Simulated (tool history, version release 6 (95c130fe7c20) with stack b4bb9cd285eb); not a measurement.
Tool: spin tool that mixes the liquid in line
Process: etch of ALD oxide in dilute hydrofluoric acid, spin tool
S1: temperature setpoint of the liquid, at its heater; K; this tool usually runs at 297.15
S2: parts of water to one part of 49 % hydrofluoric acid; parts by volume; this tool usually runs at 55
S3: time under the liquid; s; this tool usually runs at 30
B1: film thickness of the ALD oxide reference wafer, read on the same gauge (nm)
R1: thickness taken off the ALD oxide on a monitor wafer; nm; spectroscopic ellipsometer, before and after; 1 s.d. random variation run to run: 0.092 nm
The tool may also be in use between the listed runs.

{"run": 1, "hour": 0.0, "S1": 297.15, "S2": 55, "S3": 30, "B1": 150.02, "R1": 13.8}
{"run": 2, "hour": 30.0, "S1": 297.15, "S2": 55, "S3": 30, "B1": 149.98, "R1": 13.78}
{"run": 3, "hour": 57.0, "S1": 297.15, "S2": 55, "S3": 30, "B1": 150.01, "R1": 13.82}
{"run": 4, "hour": 90.7, "S1": 297.15, "S2": 55, "S3": 30, "B1": 149.99, "R1": 13.73}
{"run": 5, "hour": 105.3, "S1": 297.15, "S2": 55, "S3": 30, "B1": 150.01, "R1": 13.97}
{"run": 6, "hour": 137.1, "S1": 297.15, "S2": 55, "S3": 30, "B1": 150.0, "R1": 14.06}
{"run": 7, "hour": 149.3, "S1": 297.15, "S2": 55, "S3": 30, "B1": 149.98, "R1": 13.91}
{"run": 8, "hour": 164.2, "S1": 297.15, "S2": 55, "S3": 30, "B1": 150.0, "R1": 13.77}
{"run": 9, "hour": 195.8, "S1": 297.15, "S2": 55, "S3": 25, "B1": 150.02, "R1": 11.63}
{"run": 10, "hour": 220.7, "S1": 297.15, "S2": 55, "S3": 30, "B1": 150.0, "R1": 13.93}
{"run": 11, "hour": 235.3, "S1": 297.15, "S2": 55, "S3": 30, "B1": 150.01, "R1": 13.87}
{"run": 12, "hour": 256.7, "S1": 297.15, "S2": 55, "S3": 35, "B1": 149.97, "R1": 16.6}
{"run": 13, "hour": 289.8, "S1": 297.15, "S2": 55, "S3": 35, "B1": 150.01, "R1": 16.44}
{"run": 14, "hour": 320.6, "S1": 297.15, "S2": 55, "S3": 35, "B1": 150.02, "R1": 16.54}
{"run": 15, "hour": 334.6, "S1": 297.15, "S2": 55, "S3": 30, "B1": 150.0, "R1": 14.19}
{"run": 16, "hour": 360.2, "S1": 294.15, "S2": 70, "S3": 45, "B1": 150.01, "R1": 14.43}
{"run": 17, "hour": 383.4, "S1": 297.15, "S2": 55, "S3": 30, "B1": 149.99, "R1": 14.33}
{"run": 18, "hour": 448.2, "S1": 297.15, "S2": 55, "S3": 30, "B1": 150.01, "R1": 14.17}
{"run": 19, "hour": 462.4, "S1": 297.15, "S2": 45, "S3": 40, "B1": 149.98, "R1": 22.13}
{"run": 20, "hour": 482.9, "S1": 292.65, "S2": 55, "S3": 30, "B1": 150.03, "R1": 11.02}
{"run": 21, "hour": 501.1, "S1": 294.15, "S2": 85, "S3": 15, "B1": 149.99, "R1": 3.69}
{"run": 22, "hour": 534.8, "S1": 295.65, "S2": 55, "S3": 15, "B1": 150.01, "R1": 6.28}
{"run": 23, "hour": 556.9, "S1": 294.65, "S2": 25, "S3": 45, "B1": 149.99, "R1": 42.16}
{"run": 24, "hour": 659.6, "S1": 297.15, "S2": 45, "S3": 40, "B1": 149.99, "R1": 22.33}
{"run": 25, "hour": 689.7, "S1": 301.65, "S2": 30, "S3": 20, "B1": 149.99, "R1": 20.6}
{"run": 26, "hour": 777.5, "S1": 297.15, "S2": 55, "S3": 35, "B1": 150.02, "R1": 15.91}
{"run": 27, "hour": 802.4, "S1": 294.65, "S2": 30, "S3": 40, "B1": 149.99, "R1": 31.73}
{"run": 28, "hour": 836.1, "S1": 297.15, "S2": 45, "S3": 15, "B1": 149.97, "R1": 8.59}
{"run": 29, "hour": 866.5, "S1": 292.65, "S2": 30, "S3": 25, "B1": 150.01, "R1": 18.08}
{"run": 30, "hour": 895.2, "S1": 300.65, "S2": 55, "S3": 20, "B1": 149.98, "R1": 10.71}
{"run": 31, "hour": 923.6, "S1": 297.15, "S2": 55, "S3": 30, "B1": 150.02, "R1": 14.0}
{"run": 32, "hour": 956.6, "S1": 300.65, "S2": 45, "S3": 15, "B1": 149.99, "R1": 10.04}
{"run": 33, "hour": 983.2, "S1": 297.15, "S2": 25, "S3": 45, "B1": 150.02, "R1": 48.44}
{"run": 34, "hour": 1003.9, "S1": 292.15, "S2": 55, "S3": 35, "B1": 150.02, "R1": 13.23}

Taken out of this log: 4 entries between the listed runs. Where each belongs, and how the hidden state differs across it:
Logged between run 1 and run 2: hydrofluoric acid flow meter replaced (hour 10.7)
  liquid hotter than its thermometer reads (K): 0.798 -> 0.855
  measured value less the no-hidden-state value, R1: +0.45 -> +0.47 nm
Logged between run 17 and run 18: gauge calibrated (hour 438.1)
  liquid hotter than its thermometer reads (K): 1.52 -> 1.64
  measured value less the no-hidden-state value, R1: +0.86 -> +0.92 nm
Logged between run 18 and run 19: thermometer replaced (hour 453.5)
  liquid hotter than its thermometer reads (K): 1.64 -> 0.197
  measured value less the no-hidden-state value, R1: +0.92 -> +0.18 nm
Logged between run 25 and run 26: hydrofluoric acid flow meter replaced (hour 747.1)
  liquid hotter than its thermometer reads (K): 0.626 -> 0.791
  measured value less the no-hidden-state value, R1: +0.52 -> +0.50 nm

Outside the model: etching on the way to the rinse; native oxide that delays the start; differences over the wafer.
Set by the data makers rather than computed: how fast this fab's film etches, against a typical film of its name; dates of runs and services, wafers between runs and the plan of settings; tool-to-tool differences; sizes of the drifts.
